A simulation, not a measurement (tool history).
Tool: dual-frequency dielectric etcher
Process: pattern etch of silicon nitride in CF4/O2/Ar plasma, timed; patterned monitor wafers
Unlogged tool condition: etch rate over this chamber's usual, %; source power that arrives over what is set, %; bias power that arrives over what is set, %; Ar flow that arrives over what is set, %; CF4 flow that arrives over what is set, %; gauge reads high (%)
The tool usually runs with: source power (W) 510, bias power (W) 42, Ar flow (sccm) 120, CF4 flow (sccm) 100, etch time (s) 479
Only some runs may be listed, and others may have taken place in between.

run     day  source power (W)  bias power (W)  Ar flow (sccm)  CF4 flow (sccm)  etch time (s)  wafers since the last listed run  hours since the last wet clean  hours since the last source power generator calibration  hours since the last bias power generator calibration  hours since the last Ar flow controller change  hours since the last CF4 flow controller change  hours since the last upper electrode change  hours since the gauge calibration  read-back reference wafer on the same gauge, depth_nm  mean etch depth across the wafer (nm)
  1       0               510              42             120              100            479                                 0                             445                                                     3187                                                 4096.1                                          5275.1                                           2994.9                                       4552.7                              142.5                                                  850.6                                  862.9
  2   0.379               510              42             120              100            479                                21                           454.1                                                   3196.1                                                 4105.2                                          5284.2                                             3004                                       4561.8                              151.6                                                  850.4                                  855.5
  3   1.117               510              42             120              100            479                                42                           471.8                                                   3213.8                                                 4122.9                                          5301.9                                           3021.7                                       4579.5                              169.3                                                  849.9                                  852.1
  4   2.442               510              42             120              100            479                                76                           503.6                                                   3245.6                                                 4154.7                                          5333.7                                           3053.5                                       4611.3                              201.1                                                  849.8                                  855.4
  5   2.742               510              42             120              100            479                                17                           510.8                                                   3252.8                                                 4161.9                                          5340.9                                           3060.7                                       4618.5                              208.3                                                  850.4                                  851.1
  6   3.033               470              42             120              100            479                                16                           517.8                                                   3259.8                                                 4168.9                                          5347.9                                           3067.7                                       4625.5                              215.3                                                  850.1                                  783.8
      4.038  -- upper electrode replaced
  7   4.058               470              42             120              100            479                                 1                           542.4                                                   3284.4                                                 4193.5                                          5372.5                                           3092.3                                          0.5                              239.9                                                  848.5                                  791.6
  8   4.162               510              42             120              100            479                                 6                           544.9                                                   3286.9                                                   4196                                            5375                                           3094.8                                            3                              242.4                                                  850.1                                  857.9
  9   4.567               510              42             120              100            479                                23                           554.6                                                   3296.6                                                 4205.7                                          5384.7                                           3104.5                                         12.7                              252.1                                                  849.2                                  847.9
      4.821  -- CF4 flow controller replaced
      4.912  -- bias power generator calibrated
 10   4.925               510              42             120              100            479                                 0                           563.2                                                   3305.2                                                    0.3                                          5393.3                                              2.5                                         21.3                              260.7                                                  848.7                                    858
      5.358  -- gauge calibrated
 11   5.512               510              42             111              100          401.5                                34                           577.3                                                   3319.3                                                   14.4                                          5407.4                                             16.6                                         35.4                                3.7                                                    850                                  726.5
 12   5.779               510              42             120              100            479                                15                           583.7                                                   3325.7                                                   20.8                                          5413.8                                               23                                         41.8                               10.1                                                  849.1                                  854.5
      6.712  -- source power generator calibrated
      7.125  -- Ar flow controller replaced
      7.333  -- wet clean of the chamber
 13   7.354               510              50              99              100            479                                55                             0.5                                                     15.4                                                   58.6                                             5.5                                             60.8                                         79.6                               47.9                                                  849.9                                  926.7
 14   7.371               450              42             120              100            479                                 0                             0.9                                                     15.8                                                     59                                             5.9                                             61.2                                           80                               48.3                                                  850.3                                  754.3
 15   7.392               470              49             120              121            394                                 1                             1.4                                                     16.3                                                   59.5                                             6.4                                             61.7                                         80.5                               48.8                                                  849.6                                    711
 16   7.842               510              42             111              100          401.5                                26                            12.2                                                     27.1                                                   70.3                                            17.2                                             72.5                                         91.3                               59.6                                                  850.4                                  725.1
 17    8.35               610              46             145              100            479                                29                            24.4                                                     39.3                                                   82.5                                            29.4                                             84.7                                        103.5                               71.8                                                  850.9                                   1043
 18   9.062               450              42              92              116            479                                41                            41.5                                                     56.4                                                   99.6                                            46.5                                            101.8                                        120.6                               88.9                                                  848.9                                  782.6
 19   9.746               510              42             120              100            368                                39                            57.9                                                     72.8                                                    116                                            62.9                                            118.2                                          137                              105.3                                                  850.1                                  655.2
 20  10.317               400              49             105              100            479                                33                            71.6                                                     86.5                                                  129.7                                            76.6                                            131.9                                        150.7                                119                                                  849.8                                  715.9

Consider 4 possible next runs. They are alternatives, not a sequence: every one starts from the tool as it was left by run 20. What does each give?
  A  10.338               580              42             120              100            479                                 1                            72.1                                                       87                                                  130.2                                            77.1                                            132.4                                        151.2                              119.5                                                      ?                                      ?
  B  10.338               510              42             120              100            567                                 1                            72.1                                                       87                                                  130.2                                            77.1                                            132.4                                        151.2                              119.5                                                      ?                                      ?
  C  10.338               510              42             120               83            479                                 1                            72.1                                                       87                                                  130.2                                            77.1                                            132.4                                        151.2                              119.5                                                      ?                                      ?
  D  10.338               410              42             120              100          345.5                                 1                            72.1                                                       87                                                  130.2                                            77.1                                            132.4                                        151.2                              119.5                                                      ?                                      ?

run  read-back reference wafer on the same gauge, depth_nm  mean etch depth across the wafer (nm)
  A                                                    850                                  978.9
  B                                                    850                                 1013.2
  C                                                    850                                  825.1
  D                                                    850                                  487.6
Without the tool's unlogged condition, the same runs would have read:
run  mean etch depth across the wafer (nm)
  A                                  978.9
  B                                 1013.2
  C                                  825.1
  D                                  487.6
